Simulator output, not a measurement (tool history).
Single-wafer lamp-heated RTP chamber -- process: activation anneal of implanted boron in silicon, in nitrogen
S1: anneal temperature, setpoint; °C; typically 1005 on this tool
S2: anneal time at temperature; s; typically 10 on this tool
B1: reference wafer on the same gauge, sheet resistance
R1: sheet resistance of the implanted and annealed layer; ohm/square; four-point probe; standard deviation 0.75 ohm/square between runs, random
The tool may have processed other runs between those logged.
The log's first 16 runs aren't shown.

run    hour    S1  S2      B1      R1
      873.8  -- pyrometer window cleaned and pyrometer calibrated, repeated, since the last time left the tool worse
 17   887.6  1005  10  438.79  495.49
     1017.2  -- reflector plate cleaned
 18  1098.7  1014  12  438.94  494.92
 19  1144.2  1017  13  438.98  493.72
 20  1198.7   989   5  439.02  504.28
 21  1256.7  1014  13  438.98  494.16
 22  1308.3  1005  10  438.59  497.01
 23  1338.2  1027  12  438.84   492.4
 24  1402.1   986   6  438.92  504.28
 25  1446.3  1015  14  439.04   493.5
     1461.9  -- pyrometer window cleaned and pyrometer calibrated
     1470.5  -- gauge calibrated
 26  1489.1   979   4  439.07  519.52
 27  1546.3  1020  13  438.82  494.53
 28  1600.9  1005  10  439.12  496.16
 29    1663  1005  10  439.09   496.7
 30  1730.2  1005  10     439   496.3
     1841.8  -- reflector plate cleaned
 31  1931.4  1005  10  439.15  494.91
 32  1968.3  1019   8  439.02  493.75
     1988.4  -- pyrometer window cleaned and pyrometer calibrated
 33  2036.2  1005   7  438.99  497.23
 34  2063.2  1029  14  438.89  493.05
 35  2092.3  1035  10  438.84  493.27

Branching from run 35: 5 alternative next runs. What would each branch give?
  A  2092.7  1005  13   ?   ?
  B  2092.7  1005  16   ?   ?
  C  2092.7  1013  14   ?   ?
  D  2092.7   994  10   ?   ?
  E  2092.7   983  10   ?   ?

run      B1      R1
  A  439.07  495.47
  B  439.07   494.9
  C  439.07  493.95
  D  439.07  500.03
  E  439.07  506.95
Had the tool no hidden state, the same runs would have come out as:
run      R1
  A  496.29
  B  495.65
  C  494.41
  D  501.76
  E  509.91
